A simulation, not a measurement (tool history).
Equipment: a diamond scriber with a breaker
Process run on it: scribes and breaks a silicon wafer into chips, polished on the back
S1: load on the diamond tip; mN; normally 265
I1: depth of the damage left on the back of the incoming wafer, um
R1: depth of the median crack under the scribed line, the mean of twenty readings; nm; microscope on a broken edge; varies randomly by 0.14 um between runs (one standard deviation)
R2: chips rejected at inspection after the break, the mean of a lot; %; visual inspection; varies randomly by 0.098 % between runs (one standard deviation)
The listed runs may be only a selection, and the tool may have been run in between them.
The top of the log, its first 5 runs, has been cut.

run   hour   S1    I1    R1    R2
  6  110.9  265  0.01  8730  1.86
  7  132.1  265  0.01  8470  2.03
  8    162  206  0.04  7910  5.78
  9    195  206  0.02  7720  5.58
 10  223.7  265  0.02  8580  2.17
 11  248.4  265  0.02  8550  2.13
     270.7  -- diamond tip replaced by a new one, of another model than before
 12  272.1  308  0.03  9210  1.59
 13    304  265  0.02  8560     2
 14  337.7  265  0.01  8770  1.95
 15  369.1  265  0.03  8870  2.09
 16  385.6  225  0.04  8340  3.34
 17  408.8  225  0.02  8380  2.81
 18  436.2  309  0.03  9320  1.59
 19  462.2  311  0.03  9180  1.53
 20  477.4  226  0.03  8270  3.17
 21  495.4  265  0.03  8790  1.76
 22  510.9  211  0.03  8060  4.31
 23  530.9  203  0.01  8020  4.72
 24  560.1  188  0.03  7940  4.83
 25  665.7  189  0.03  8050  5.54
 26    687  265  0.04  8580  1.96
     706.5  -- load on the tip recalibrated
 27  711.1  218  0.04  8580  1.86
 28  736.3  299  0.02  9500     2

For run 29, what comes out?
 29  759.7  286  0.05   ?   ?

Run 29 measured R1 9520 nm, R2 1.49 %.
The same run, on a tool lacking any hidden state, would have yielded R1 9510 nm, R2 1.48 %.

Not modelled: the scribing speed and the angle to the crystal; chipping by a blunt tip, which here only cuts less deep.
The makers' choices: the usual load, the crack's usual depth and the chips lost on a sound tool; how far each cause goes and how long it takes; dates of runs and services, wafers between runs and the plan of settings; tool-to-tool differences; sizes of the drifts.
